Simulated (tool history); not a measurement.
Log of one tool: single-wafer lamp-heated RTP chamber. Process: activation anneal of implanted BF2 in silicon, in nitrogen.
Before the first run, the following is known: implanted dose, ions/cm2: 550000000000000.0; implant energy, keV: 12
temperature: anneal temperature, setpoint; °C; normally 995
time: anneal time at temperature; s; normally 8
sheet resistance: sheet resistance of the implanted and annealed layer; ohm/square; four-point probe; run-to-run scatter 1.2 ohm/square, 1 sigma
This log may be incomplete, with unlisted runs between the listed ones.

run,hour,temperature,time,"read-back reference wafer on the same gauge, sheet resistance",sheet resistance
1,0,995,8,375.27,351.06
2,26,995,8,376.03,350.83
# hour 38.7: pyrometer window cleaned and pyrometer calibrated
3,59.9,995,8,376,351.12
4,86.3,995,8,376,349.21
5,100.6,995,8,376.59,351.11
6,133,995,8,376.25,349.05
7,153.4,995,8,376.3,351.38
8,166,995,8,376.28,349.42
9,179,995,8,376.58,351.28
10,203.7,995,6,376.49,361.88
11,230.4,995,6,376.86,361.3
12,253.1,982,6,377.46,391.5
13,279.8,982,6,377.44,390.14
14,301.7,982,6,377.54,391.95
15,334.4,995,4,377.98,376.97
16,359.5,995,8,377.71,354.22
17,374.4,1016,8,377.64,320.79
18,394.5,1018,11,377.94,313.02
19,430.1,995,12,377.91,338.65
20,444.1,1021,10,377.93,311.61
21,456.3,966,9,378.16,419.11
# hour 471.5: reflector plate cleaned
22,488.8,1004,3,378.2,371.18
23,509.7,969,7,378.16,417.63
# hour 530.3: pyrometer window cleaned and pyrometer calibrated
24,530.8,995,10,378.87,344.6
25,538.2,995,8,378.69,353.3
# hour 562.1: gauge calibrated
26,567.3,1007,6,369.69,333.67
27,585,968,10,369.73,399.1
28,620.4,1008,6,370.15,335.22
29,650.2,995,8,370.53,346.57
30,668.6,1015,11,370.2,308.91
31,699.8,995,8,370.24,345.98
32,721.8,980,4,370.37,401.4
33,747.2,987,11,371.29,349.08
34,767.2,1012,6,370.82,331.12
35,787.1,1004,8,371.26,331.5
36,805.9,995,8,371.24,346.8
37,824.9,995,8,371.84,346.01
38,847.2,1015,6,371.61,326.11

Below, some changes in sheet resistance between adjacent runs. For each, the amount present without the hidden state too (settings, incoming material, random variation) and the amount remaining for the hidden state with gauge scatter not shared by both compared results:
Hidden conditions of the tool in this case: true wafer temperature minus pyrometer reading, K; wafer temperature error from the tarnished reflector plate, K; gauge reads high (%).
Run 20 -> 21: temperature 1021 -> 966, time 10 -> 9. sheet resistance +107.5 ohm/square: hidden state +2.12, all else +105.38.
Run 23 -> 24: temperature 969 -> 995, time 7 -> 10, pyrometer window cleaned and pyrometer calibrated. sheet resistance -73.03 ohm/square: hidden state -1.34, all else -71.69.
Run 25 -> 26: temperature 995 -> 1007, time 8 -> 6, gauge calibrated. sheet resistance -19.63 ohm/square: hidden state -8.35, all else -11.28.
Run 26 -> 27: temperature 1007 -> 968, time 6 -> 10. sheet resistance +65.43 ohm/square: hidden state -0.09, all else +65.52.
